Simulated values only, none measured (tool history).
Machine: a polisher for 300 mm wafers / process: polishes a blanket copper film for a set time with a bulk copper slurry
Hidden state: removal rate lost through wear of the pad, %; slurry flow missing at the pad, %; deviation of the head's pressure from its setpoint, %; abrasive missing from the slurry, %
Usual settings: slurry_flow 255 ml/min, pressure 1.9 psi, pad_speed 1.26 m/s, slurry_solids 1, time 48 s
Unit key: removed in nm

run   hour  slurry_flow  pressure  pad_speed  slurry_solids  time  wafers since the last listed run  wafers polished on this pad  hours since the slurry nozzle was cleaned  hours since the head pressure was calibrated  hours since the slurry blender was calibrated  incoming thickness of the incoming film, nm  removed
  1      0          255       1.9       1.26              1    48                                 0                          494                                      166.4                                         884.9                                          344.3                                       1927.3    366.2
      10.2  -- worn pad replaced by a new one
  2   10.7          255       1.9       1.26              1    48                               103                            8                                      177.1                                         895.6                                            355                                       1889.1    372.4
  3   22.4          255       1.9       1.26              1    48                               180                          189                                      188.8                                         907.3                                          366.7                                       1890.9    365.5
  4   35.9          255       1.9       1.26              1    48                               208                          397                                      202.3                                         920.8                                          380.2                                       1916.3    364.4
      49.3  -- worn pad replaced by a new one
      59.6  -- head pressure recalibrated
  5   63.6          255       1.9       1.26              1    48                               335                          190                                        230                                             4                                          407.9                                       1913.5    359.6
  6   76.9          255       1.9       1.26              1    48                               205                          395                                      243.3                                          17.3                                          421.2                                         1895    355.3
        91  -- worn pad replaced by a new one
  7   93.1          255       1.9       1.26              1    48                               188                           32                                      259.5                                          33.5                                          437.4                                         1852    352.3
  8   99.6          255       1.9       1.26              1    48                               100                          132                                        266                                            40                                          443.9                                       1910.2    358.8
  9  114.7          255       2.2       1.46            0.8    48                               233                          365                                      281.1                                          55.1                                            459                                       1867.1    425.5
     125.1  -- slurry blender recalibrated
       132  -- worn pad replaced by a new one
 10  132.5          255       1.9       1.08              1    48                               182                            8                                      298.9                                          72.9                                            7.4                                       1918.2    337.7
 11  137.6          320       1.5       1.26              1    48                                78                           87                                        304                                            78                                           12.5                                       1884.7    349.3
     142.6  -- slurry nozzle cleaned
 12  153.8          255       1.9       1.38              1    48                               235                          322                                       11.2                                          94.2                                           28.7                                       1922.4    448.4
 13  167.1          255       2.6       1.52              1    32                               205                          527                                       24.5                                         107.5                                             42                                       1857.9    414.5
     172.3  -- worn pad replaced by a new one
 14  182.7          255       2.1       0.92              1    35                               179                          160                                       40.1                                         123.1                                           57.6                                       1867.7    234.7

5 options for the next run, each taken on its own from the tool as it stands now. Forecast them:
  A  183.1          255       1.9       1.26              1    48                                 6                          166                                       40.5                                         123.5                                             58                                       1896.4        ?
  B  183.1          255       1.3       1.26           1.25    41                                 6                          166                                       40.5                                         123.5                                             58                                       1896.4        ?
  C  183.1          255       1.9       1.26            1.1    48                                 6                          166                                       40.5                                         123.5                                             58                                       1896.4        ?
  D  183.1          255       2.2       1.26            1.1    62                                 6                          166                                       40.5                                         123.5                                             58                                       1896.4        ?
  E  183.1          320       1.9       1.26              1    48                                 6                          166                                       40.5                                         123.5                                             58                                       1896.4        ?

run  removed
  A    416.4
  B    300.6
  C    427.3
  D    608.2
  E    424.7
The same runs, with their run-to-run variation unchanged, on a tool lacking any hidden condition would have given:
run  removed
  A    438.4
  B    316.9
  C    450.2
  D    640.8
  E    446.7

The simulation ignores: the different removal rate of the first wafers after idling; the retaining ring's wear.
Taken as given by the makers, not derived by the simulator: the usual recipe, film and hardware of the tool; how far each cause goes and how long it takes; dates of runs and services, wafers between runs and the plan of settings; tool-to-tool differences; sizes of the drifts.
